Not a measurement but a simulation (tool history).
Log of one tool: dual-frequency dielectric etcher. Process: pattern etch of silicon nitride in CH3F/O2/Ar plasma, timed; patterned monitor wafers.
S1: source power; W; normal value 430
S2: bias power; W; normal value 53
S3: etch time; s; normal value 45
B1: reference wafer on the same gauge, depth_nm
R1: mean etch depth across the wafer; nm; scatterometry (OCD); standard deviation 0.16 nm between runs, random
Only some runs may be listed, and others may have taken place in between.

run,hour,S1,S2,S3,B1,R1
1,0,430,53,45,33.2,29.45
2,41.8,430,53,45,33.21,29.19
3,67.7,430,53,45,33.2,29.29
4,129.9,430,53,45,33.19,29.34
# hour 184: bias power generator calibrated
5,184.5,430,53,45,33.2,29.39
6,231.1,370,58,45,33.17,28.15
7,302.3,430,53,45,33.18,29
# hour 345.5: wet clean of the chamber
8,349.6,430,53,56,33.18,36.92
9,385,350,43,37.5,33.19,21.28
10,440.1,320,60,45,33.2,26.96
# hour 453.8: gauge calibrated
11,488.1,390,53,55.5,33.21,34.81
12,556,430,53,45,33.19,29.54
13,619.2,430,53,45,33.19,29.29
14,689,460,65,45,33.19,32.65
15,725.5,350,49,48.5,33.23,27.91
16,769,330,53,45,33.21,25.95
# hour 834.9: upper electrode replaced
17,838.4,460,58,45,33.2,30.9
18,896.2,460,44,32,33.2,20.04
# hour 904.6: source power generator calibrated
# hour 944: wet clean of the chamber
19,957.1,470,48,45,33.23,29.86
20,1010,430,53,45,33.16,29.83
21,1061.8,370,42,58,33.21,33.12
22,1112.6,520,66,36,33.2,27.9
23,1155.5,430,59,50,33.21,34.05
24,1204.9,430,44,55,33.19,33.96
25,1240.9,430,53,45,33.2,29.71
26,1296.6,430,53,45,33.25,29.19

Run 27 is up next; what results do you expect?
27,1364.7,430,53,50,?,?

B1: 33.18
R1: 32.27 nm
Without the tool's hidden state the same run would have given R1 32.97 nm.
